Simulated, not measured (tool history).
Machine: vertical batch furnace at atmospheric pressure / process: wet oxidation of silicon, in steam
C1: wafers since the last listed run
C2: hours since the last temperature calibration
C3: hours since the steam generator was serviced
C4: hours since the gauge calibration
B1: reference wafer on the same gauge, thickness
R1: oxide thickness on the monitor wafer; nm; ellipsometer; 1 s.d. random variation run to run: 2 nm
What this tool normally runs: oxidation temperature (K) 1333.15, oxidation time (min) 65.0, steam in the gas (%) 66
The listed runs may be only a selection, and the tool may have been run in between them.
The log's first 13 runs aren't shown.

Run 14, hour 780.6: usual settings; C1 834; C2 1807.3; C3 701.8; C4 1519.8; B1 469.63. Result: R1 412.99 nm.
Run 15, hour 807.9: usual settings; C1 329; C2 1834.6; C3 729.1; C4 1547.1; B1 470.05. Result: R1 409.51 nm.
Run 16, hour 863.3: usual settings but oxidation time (min) 89.5, steam in the gas (%) 72; C1 669; C2 1890.0; C3 784.5; C4 1602.5; B1 469.88. Result: R1 522.37 nm.
At hour 908.9: gauge calibrated.
Run 17, hour 923.3: usual settings but oxidation time (min) 89.5, steam in the gas (%) 72; C1 724; C2 1950.0; C3 844.5; C4 14.4; B1 470.08. Result: R1 524.22 nm.
Run 18, hour 971.7: usual settings but oxidation temperature (K) 1324.15, oxidation time (min) 75.0; C1 584; C2 1998.4; C3 892.9; C4 62.8; B1 469.99. Result: R1 428.23 nm.
Run 19, hour 1007.0: usual settings but oxidation time (min) 82.0, steam in the gas (%) 58; C1 426; C2 2033.7; C3 928.2; C4 98.1; B1 470.28. Result: R1 436.00 nm.
Run 20, hour 1060.5: usual settings but steam in the gas (%) 68; C1 646; C2 2087.2; C3 981.7; C4 151.6; B1 469.79. Result: R1 415.59 nm.
Run 21, hour 1113.1: usual settings but oxidation time (min) 48.0, steam in the gas (%) 55; C1 635; C2 2139.8; C3 1034.3; C4 204.2; B1 469.72. Result: R1 299.34 nm.
Run 22, hour 1171.9: usual settings but oxidation temperature (K) 1348.15, oxidation time (min) 91.0; C1 710; C2 2198.6; C3 1093.1; C4 263.0; B1 470.06. Result: R1 533.90 nm.
At hour 1222.2: thermocouples replaced and temperature profile calibrated.
Run 23, hour 1229.7: usual settings but oxidation temperature (K) 1311.15, steam in the gas (%) 55; C1 408; C2 7.5; C3 1150.9; C4 320.8; B1 469.67. Result: R1 320.82 nm.
At hour 1288.4: steam generator serviced.
Run 24, hour 1290.0: usual settings but steam in the gas (%) 68; C1 438; C2 67.8; C3 1.6; C4 381.1; B1 470.43. Result: R1 405.56 nm.
Run 25, hour 1361.9: usual settings but oxidation time (min) 34.0, steam in the gas (%) 59; C1 868; C2 139.7; C3 73.5; C4 453.0; B1 469.80. Result: R1 246.47 nm.
Run 26, hour 1387.7: usual settings but oxidation temperature (K) 1319.15, oxidation time (min) 81.0; C1 311; C2 165.5; C3 99.3; C4 478.8; B1 470.31. Result: R1 422.66 nm.
At hour 1583.0: steam generator serviced, repeated, since the last time left the tool worse.
Run 27, hour 1598.0: usual settings but steam in the gas (%) 68; C1 2249; C2 375.8; C3 15.0; C4 689.1; B1 470.04. Result: R1 428.60 nm.
Run 28, hour 1633.6: usual settings but oxidation temperature (K) 1310.15, oxidation time (min) 45.0, steam in the gas (%) 62; C1 429; C2 411.4; C3 50.6; C4 724.7; B1 470.01. Result: R1 275.98 nm.
Run 29, hour 1702.5: usual settings; C1 832; C2 480.3; C3 119.5; C4 793.6; B1 469.90. Result: R1 417.70 nm.
Run 30, hour 1762.1: usual settings but oxidation time (min) 33.0, steam in the gas (%) 76; C1 719; C2 539.9; C3 179.1; C4 853.2; B1 470.21. Result: R1 299.33 nm.
Run 31, hour 1803.4: usual settings but steam in the gas (%) 62; C1 498; C2 581.2; C3 220.4; C4 894.5; B1 470.02. Result: R1 404.13 nm.
Run 32, hour 1855.4: usual settings but oxidation temperature (K) 1355.15; C1 627; C2 633.2; C3 272.4; C4 946.5; B1 469.94. Result: R1 460.85 nm.
Run 33, hour 1884.5: usual settings but oxidation temperature (K) 1350.15; C1 351; C2 662.3; C3 301.5; C4 975.6; B1 469.58. Result: R1 451.71 nm.
Run 34, hour 1917.6: usual settings but oxidation temperature (K) 1357.15, oxidation time (min) 86.0, steam in the gas (%) 58; C1 399; C2 695.4; C3 334.6; C4 1008.7; B1 469.86. Result: R1 502.37 nm.
Run 35, hour 1959.2: usual settings but oxidation temperature (K) 1318.15, oxidation time (min) 85.0, steam in the gas (%) 59; C1 502; C2 737.0; C3 376.2; C4 1050.3; B1 469.43. Result: R1 418.48 nm.

Below are 5 alternative next runs, each starting from the tool's condition after run 35. Predict each:
Run A, hour 1964.0: usual settings; C1 57; C2 741.8; C3 381.0; C4 1055.1; B1 ?. Result: R1 ?.
Run B, hour 1964.0: usual settings but oxidation temperature (K) 1317.15; C1 57; C2 741.8; C3 381.0; C4 1055.1; B1 ?. Result: R1 ?.
Run C, hour 1964.0: usual settings but oxidation temperature (K) 1349.15, steam in the gas (%) 54; C1 57; C2 741.8; C3 381.0; C4 1055.1; B1 ?. Result: R1 ?.
Run D, hour 1964.0: usual settings but oxidation temperature (K) 1312.15, oxidation time (min) 96.0, steam in the gas (%) 71; C1 57; C2 741.8; C3 381.0; C4 1055.1; B1 ?. Result: R1 ?.
Run E, hour 1964.0: usual settings but oxidation time (min) 53.0; C1 57; C2 741.8; C3 381.0; C4 1055.1; B1 ?. Result: R1 ?.

run      B1      R1
  A  470.05  409.78
  B  470.05  375.01
  C  470.05  394.31
  D  470.05  486.29
  E  470.05  361.48
Stripped of hidden state, with their random variation kept, the same runs would have yielded:
run      R1
  A  416.62
  B  381.49
  C  400.78
  D  494.44
  E  367.62
